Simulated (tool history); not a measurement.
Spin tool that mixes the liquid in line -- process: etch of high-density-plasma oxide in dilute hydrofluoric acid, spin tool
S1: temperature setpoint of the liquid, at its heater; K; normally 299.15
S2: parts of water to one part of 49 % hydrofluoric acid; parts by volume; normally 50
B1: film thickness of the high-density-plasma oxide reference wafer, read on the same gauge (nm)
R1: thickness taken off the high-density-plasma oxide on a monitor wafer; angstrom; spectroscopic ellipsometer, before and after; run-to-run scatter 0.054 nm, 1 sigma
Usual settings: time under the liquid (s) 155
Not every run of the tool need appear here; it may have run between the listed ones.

Run 1, hour 0.0: usual settings; B1 69.99. Result: R1 238.3 angstrom.
Run 2, hour 7.1: usual settings; B1 69.99. Result: R1 238.9 angstrom.
Run 3, hour 13.3: usual settings; B1 69.98. Result: R1 237.7 angstrom.
Run 4, hour 23.5: usual settings; B1 70.00. Result: R1 238.2 angstrom.
Run 5, hour 40.5: usual settings; B1 70.00. Result: R1 238.9 angstrom.
Run 6, hour 55.3: usual settings; B1 70.02. Result: R1 238.3 angstrom.
Run 7, hour 67.2: usual settings but S1 302.15 K; B1 69.97. Result: R1 267.9 angstrom.
Run 8, hour 74.0: usual settings but S1 302.15 K; B1 70.02. Result: R1 267.2 angstrom.
Run 9, hour 90.9: usual settings but S1 302.15 K; B1 70.03. Result: R1 266.4 angstrom.
Run 10, hour 99.3: usual settings but S2 55 parts by volume; B1 69.99. Result: R1 214.3 angstrom.
Run 11, hour 110.3: usual settings but S2 55 parts by volume; B1 69.98. Result: R1 213.8 angstrom.
Run 12, hour 117.7: usual settings; B1 70.00. Result: R1 236.9 angstrom.
Run 13, hour 133.9: usual settings; B1 70.00. Result: R1 237.2 angstrom.
At hour 136.8: hydrofluoric acid flow meter replaced.
Run 14, hour 150.0: usual settings but S1 302.65 K; B1 70.01. Result: R1 299.8 angstrom.
At hour 155.1: gauge calibrated.
Run 15, hour 167.7: usual settings but S1 296.15 K; B1 70.01. Result: R1 230.9 angstrom.
At hour 175.8: thermometer replaced.
Run 16, hour 178.6: usual settings but S2 55 parts by volume, time under the liquid (s) 250; B1 70.03. Result: R1 345.8 angstrom.
Run 17, hour 196.2: usual settings but S1 297.65 K, S2 65 parts by volume, time under the liquid (s) 245; B1 70.01. Result: R1 267.3 angstrom.
Run 18, hour 202.8: usual settings but S1 296.15 K; B1 70.00. Result: R1 209.6 angstrom.
Run 19, hour 210.0: usual settings but S1 302.15 K, S2 70 parts by volume, time under the liquid (s) 240; B1 70.02. Result: R1 288.2 angstrom.
Run 20, hour 218.4: usual settings but S1 302.15 K, S2 70 parts by volume, time under the liquid (s) 240; B1 69.99. Result: R1 287.0 angstrom.
Run 21, hour 225.6: usual settings but S1 295.15 K, time under the liquid (s) 220; B1 70.01. Result: R1 286.0 angstrom.
Run 22, hour 236.2: usual settings but time under the liquid (s) 90; B1 70.01. Result: R1 138.3 angstrom.
Run 23, hour 243.9: usual settings; B1 70.00. Result: R1 236.9 angstrom.
Run 24, hour 261.5: usual settings; B1 69.98. Result: R1 237.9 angstrom.
Run 25, hour 268.8: usual settings but S1 296.15 K, S2 75 parts by volume, time under the liquid (s) 105; B1 70.02. Result: R1 92.0 angstrom.
Run 26, hour 282.6: usual settings; B1 69.98. Result: R1 237.7 angstrom.
Run 27, hour 294.0: usual settings but S2 25 parts by volume, time under the liquid (s) 105; B1 70.01. Result: R1 333.0 angstrom.

How would selected steps in R1 from run to run divide? Give the signed amount a tool lacking its hidden state would still show from settings, what came in and random variation, and the signed amount left for the hidden state, including any gauge scatter that is not in both of the compared results.
Hidden state present: liquid hotter than its thermometer reads (K); hydrofluoric acid flow below the setpoint (%); gauge reads high (%).
Run 13 -> 14: S1 299.15 -> 302.65, hydrofluoric acid flow meter replaced. R1 +62.6 angstrom: hidden state +27.1, all else +35.5.
Run 15 -> 16: S1 296.15 -> 299.15, S2 50 -> 55, time under the liquid (s) 155 -> 250, thermometer replaced. R1 +114.9 angstrom: hidden state -21.0, all else +135.9.
Run 21 -> 22: S1 295.15 -> 299.15, time under the liquid (s) 220 -> 90. R1 -147.7 angstrom: hidden state -0.2, all else -147.5.
Run 24 -> 25: S1 299.15 -> 296.15, S2 50 -> 75, time under the liquid (s) 155 -> 105. R1 -145.9 angstrom: hidden state +0.0, all else -145.9.
